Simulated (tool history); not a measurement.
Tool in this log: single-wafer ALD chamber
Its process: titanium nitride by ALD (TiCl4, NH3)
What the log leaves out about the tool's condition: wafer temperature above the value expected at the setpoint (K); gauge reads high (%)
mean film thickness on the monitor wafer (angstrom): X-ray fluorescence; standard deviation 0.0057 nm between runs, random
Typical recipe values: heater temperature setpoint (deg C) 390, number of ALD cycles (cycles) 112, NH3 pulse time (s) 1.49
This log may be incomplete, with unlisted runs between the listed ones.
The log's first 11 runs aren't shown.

run,hour,heater temperature setpoint (deg C),number of ALD cycles (cycles),NH3 pulse time (s),wafers since the last listed run,hours since the last thermocouple change,hours since the showerhead was replaced,hours since the gauge calibration,"read-back reference wafer on the same gauge, thickness_nm",mean film thickness on the monitor wafer (angstrom)
12,139.2,381,112,1.49,30,2039.8,7601.7,642.8,2.552,22.74
13,155.5,390,112,1.08,51,2056.1,7618.0,659.1,2.553,22.69
14,179.4,390,112,1.08,76,2080.0,7641.9,683.0,2.555,22.70
15,197.2,390,112,1.08,56,2097.8,7659.7,700.8,2.556,22.76
16,207.7,390,119,1.49,33,2108.3,7670.2,711.3,2.557,24.46
17,217.7,390,119,1.49,31,2118.3,7680.2,721.3,2.559,24.56
# hour 228.2: thermocouple changed; heater temperature recalibrated
18,230.6,390,112,1.95,15,2.4,7693.1,734.2,2.560,23.45
19,238.8,390,93,1.49,26,10.6,7701.3,742.4,2.561,19.26
# hour 245.7: gauge calibrated
20,254.5,390,112,1.26,50,26.3,7717.0,8.8,2.524,22.72

Run 21 has not been measured yet. What should we expect?
21,269.1,382,112,1.49,46,40.9,7731.6,23.4,?,?

Run 21 yielded read-back reference wafer on the same gauge, thickness_nm 2.525, mean film thickness on the monitor wafer (angstrom) 22.59.
Without the tool's hidden state the same run would have given mean film thickness on the monitor wafer (angstrom) 22.54.

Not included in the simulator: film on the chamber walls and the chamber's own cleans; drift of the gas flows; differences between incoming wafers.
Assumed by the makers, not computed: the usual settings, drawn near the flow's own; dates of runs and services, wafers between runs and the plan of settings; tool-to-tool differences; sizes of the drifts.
